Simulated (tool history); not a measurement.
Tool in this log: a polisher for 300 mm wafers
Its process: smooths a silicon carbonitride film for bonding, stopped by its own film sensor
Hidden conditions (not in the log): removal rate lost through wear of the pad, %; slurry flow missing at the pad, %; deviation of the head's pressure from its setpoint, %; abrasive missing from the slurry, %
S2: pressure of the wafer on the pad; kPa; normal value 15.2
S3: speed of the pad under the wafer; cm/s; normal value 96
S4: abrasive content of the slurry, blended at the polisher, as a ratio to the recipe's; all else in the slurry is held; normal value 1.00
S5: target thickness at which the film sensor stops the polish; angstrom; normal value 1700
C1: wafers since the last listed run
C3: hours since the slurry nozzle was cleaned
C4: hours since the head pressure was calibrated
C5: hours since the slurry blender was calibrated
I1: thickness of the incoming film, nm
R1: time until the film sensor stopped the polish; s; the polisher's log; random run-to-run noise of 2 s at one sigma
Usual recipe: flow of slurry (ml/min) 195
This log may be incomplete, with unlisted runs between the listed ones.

{"run": 1, "hour": 0.0, "flow of slurry (ml/min)": 195, "S2": 15.2, "S3": 96, "S4": 1.0, "S5": 1700, "C1": 0, "wafers polished on this pad": 735, "C3": 198.6, "C4": 1095.7, "C5": 64.7, "I1": 196.8, "R1": 145.6}
{"run": 2, "hour": 26.6, "flow of slurry (ml/min)": 195, "S2": 15.2, "S3": 96, "S4": 1.0, "S5": 1700, "C1": 277, "wafers polished on this pad": 1013, "C3": 225.2, "C4": 1122.3, "C5": 91.3, "I1": 202.2, "R1": 184.8}
{"hour": 46.9, "done": "worn pad replaced by a new one"}
{"run": 3, "hour": 47.4, "flow of slurry (ml/min)": 195, "S2": 15.2, "S3": 96, "S4": 1.0, "S5": 1700, "C1": 175, "wafers polished on this pad": 5, "C3": 246.0, "C4": 1143.1, "C5": 112.1, "I1": 198.5, "R1": 147.7}
{"run": 4, "hour": 79.6, "flow of slurry (ml/min)": 195, "S2": 15.2, "S3": 96, "S4": 1.0, "S5": 1700, "C1": 335, "wafers polished on this pad": 341, "C3": 278.2, "C4": 1175.3, "C5": 144.3, "I1": 200.1, "R1": 160.1}
{"run": 5, "hour": 107.1, "flow of slurry (ml/min)": 195, "S2": 15.2, "S3": 96, "S4": 1.0, "S5": 1700, "C1": 286, "wafers polished on this pad": 627, "C3": 305.7, "C4": 1202.8, "C5": 171.8, "I1": 201.7, "R1": 178.7}
{"run": 6, "hour": 119.2, "flow of slurry (ml/min)": 195, "S2": 15.2, "S3": 96, "S4": 1.0, "S5": 1700, "C1": 126, "wafers polished on this pad": 754, "C3": 317.8, "C4": 1214.9, "C5": 183.9, "I1": 198.7, "R1": 163.0}
{"run": 7, "hour": 139.2, "flow of slurry (ml/min)": 195, "S2": 15.2, "S3": 96, "S4": 1.0, "S5": 1720, "C1": 208, "wafers polished on this pad": 962, "C3": 337.8, "C4": 1234.9, "C5": 203.9, "I1": 203.1, "R1": 184.5}
{"hour": 152.9, "done": "worn pad replaced by a new one"}
{"hour": 163.6, "done": "slurry blender recalibrated"}
{"run": 8, "hour": 170.4, "flow of slurry (ml/min)": 195, "S2": 15.2, "S3": 96, "S4": 1.0, "S5": 1720, "C1": 262, "wafers polished on this pad": 162, "C3": 369.0, "C4": 1266.1, "C5": 6.8, "I1": 202.4, "R1": 157.3}
{"run": 9, "hour": 184.4, "flow of slurry (ml/min)": 195, "S2": 15.2, "S3": 96, "S4": 1.0, "S5": 1720, "C1": 145, "wafers polished on this pad": 307, "C3": 383.0, "C4": 1280.1, "C5": 20.8, "I1": 200.0, "R1": 141.1}
{"run": 10, "hour": 197.8, "flow of slurry (ml/min)": 260, "S2": 9.7, "S3": 110, "S4": 1.0, "S5": 1620, "C1": 139, "wafers polished on this pad": 447, "C3": 396.4, "C4": 1293.5, "C5": 34.2, "I1": 196.8, "R1": 230.0}
{"hour": 215.2, "done": "head pressure recalibrated"}
{"run": 11, "hour": 233.3, "flow of slurry (ml/min)": 195, "S2": 18.6, "S3": 96, "S4": 1.0, "S5": 1730, "C1": 349, "wafers polished on this pad": 796, "C3": 431.9, "C4": 18.1, "C5": 69.7, "I1": 202.1, "R1": 131.9}
{"hour": 238.1, "done": "slurry nozzle cleaned"}
{"run": 12, "hour": 265.4, "flow of slurry (ml/min)": 195, "S2": 15.2, "S3": 96, "S4": 1.0, "S5": 1700, "C1": 324, "wafers polished on this pad": 1120, "C3": 27.3, "C4": 50.2, "C5": 101.8, "I1": 201.0, "R1": 180.2}
{"hour": 271.4, "done": "worn pad replaced by a new one"}
{"run": 13, "hour": 283.4, "flow of slurry (ml/min)": 195, "S2": 15.2, "S3": 96, "S4": 0.85, "S5": 1700, "C1": 145, "wafers polished on this pad": 124, "C3": 45.3, "C4": 68.2, "C5": 119.8, "I1": 199.3, "R1": 167.7}
{"run": 14, "hour": 301.9, "flow of slurry (ml/min)": 195, "S2": 13.1, "S3": 76, "S4": 0.85, "S5": 1700, "C1": 192, "wafers polished on this pad": 317, "C3": 63.8, "C4": 86.7, "C5": 138.3, "I1": 199.3, "R1": 228.3}
{"run": 15, "hour": 386.1, "flow of slurry (ml/min)": 195, "S2": 15.2, "S3": 96, "S4": 1.0, "S5": 1700, "C1": 877, "wafers polished on this pad": 1195, "C3": 148.0, "C4": 170.9, "C5": 222.5, "I1": 198.3, "R1": 180.1}
{"hour": 391.2, "done": "worn pad replaced by a new one"}
{"hour": 393.3, "done": "slurry blender recalibrated"}
{"run": 16, "hour": 447.7, "flow of slurry (ml/min)": 145, "S2": 15.2, "S3": 96, "S4": 1.0, "S5": 1730, "C1": 579, "wafers polished on this pad": 567, "C3": 209.6, "C4": 232.5, "C5": 54.4, "I1": 199.6, "R1": 151.2}
{"run": 17, "hour": 466.3, "flow of slurry (ml/min)": 195, "S2": 15.2, "S3": 96, "S4": 0.9, "S5": 1700, "C1": 193, "wafers polished on this pad": 761, "C3": 228.2, "C4": 251.1, "C5": 73.0, "I1": 202.6, "R1": 189.1}
{"run": 18, "hour": 492.2, "flow of slurry (ml/min)": 195, "S2": 15.2, "S3": 96, "S4": 1.0, "S5": 1700, "C1": 269, "wafers polished on this pad": 1031, "C3": 254.1, "C4": 277.0, "C5": 98.9, "I1": 196.9, "R1": 155.8}

Table of differences, measured result less the result of that run with no hidden state. Run-to-run variation is the same in both. Gauge scatter possibly is not:
run=1 R1=+9.2
run=2 R1=+20.2
run=3 R1=+4.4
run=4 R1=+8.5
run=5 R1=+16.1
run=6 R1=+18.0
run=7 R1=+27.9
run=8 R1=+1.1
run=9 R1=+1.9
run=10 R1=+5.4
run=11 R1=+9.1
run=12 R1=+23.7
run=13 R1=+5.4
run=14 R1=+10.9
run=15 R1=+35.7
run=16 R1=+8.9
run=17 R1=+16.2
run=18 R1=+20.3
